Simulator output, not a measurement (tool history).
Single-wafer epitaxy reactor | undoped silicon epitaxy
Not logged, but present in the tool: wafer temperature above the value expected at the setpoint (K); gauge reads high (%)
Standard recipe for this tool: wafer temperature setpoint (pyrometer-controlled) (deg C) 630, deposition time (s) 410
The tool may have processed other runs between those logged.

run    hour  wafer temperature setpoint (pyrometer-controlled) (deg C)  deposition time (s)  wafers since the last listed run  hours since the last pyrometer calibration  hours since the gauge calibration  read-back reference wafer on the same gauge, thickness_nm  mean film thickness on the monitor wafer (nm)
  1       0                                                        630                  410                                 0                                      1126.3                              421.6                                                     48.048                                         43.435
  2      72                                                        630                  410                               186                                      1198.3                              493.6                                                     47.942                                         43.708
  3   130.2                                                        630                  410                               150                                      1256.5                              551.8                                                     47.891                                          43.63
  4   185.6                                                        630                  410                               143                                      1311.9                              607.2                                                     47.808                                         43.373
  5   240.4                                                        630                  410                               142                                      1366.7                                662                                                      47.77                                         43.349
  6   322.4                                                        630                  410                               212                                      1448.7                                744                                                     47.699                                         43.167
  7   364.5                                                        630                  410                               109                                      1490.8                              786.1                                                     47.666                                         43.383
  8   404.6                                                        630                  410                               104                                      1530.9                              826.2                                                     47.578                                         43.459
  9   503.2                                                        641                  370                               255                                      1629.5                              924.8                                                     47.469                                         51.357
 10   597.3                                                        641                  370                               244                                      1723.6                             1018.9                                                     47.395                                         51.327
 11     681                                                        634                  373                               217                                      1807.3                             1102.6                                                     47.325                                         43.471
 12   772.3                                                        634                  373                               236                                      1898.6                             1193.9                                                      47.24                                         42.938
      787.5  -- gauge calibrated
 13     829                                                        630                  410                               147                                      1955.3                               41.5                                                     48.347                                         44.124
 14   896.4                                                        630                  410                               174                                      2022.7                              108.9                                                     48.273                                         44.109
 15   949.9                                                        630                  410                               138                                      2076.2                              162.4                                                     48.219                                         44.058
 16   996.6                                                        641                  469                               121                                      2122.9                              209.1                                                     48.189                                         66.296
 17  1034.6                                                        630                  410                                98                                      2160.9                              247.1                                                     48.135                                         43.837
 18  1081.1                                                        623                  465                               120                                      2207.4                              293.6                                                     48.052                                         41.502
     1115.7  -- pyrometer calibrated
 19  1152.2                                                        630                  410                               163                                        36.5                              364.7                                                     48.022                                         43.589

For run 20, what comes out?
 20  1211.6                                                        630                  410                               154                                        95.9                              424.1                                                          ?                                              ?

{"run 20": {"read-back reference wafer on the same gauge, thickness_nm": 47.945, "mean film thickness on the monitor wafer (nm)": 43.738}}
With no hidden state in the tool, this same run would have given mean film thickness on the monitor wafer (nm) 44.146.

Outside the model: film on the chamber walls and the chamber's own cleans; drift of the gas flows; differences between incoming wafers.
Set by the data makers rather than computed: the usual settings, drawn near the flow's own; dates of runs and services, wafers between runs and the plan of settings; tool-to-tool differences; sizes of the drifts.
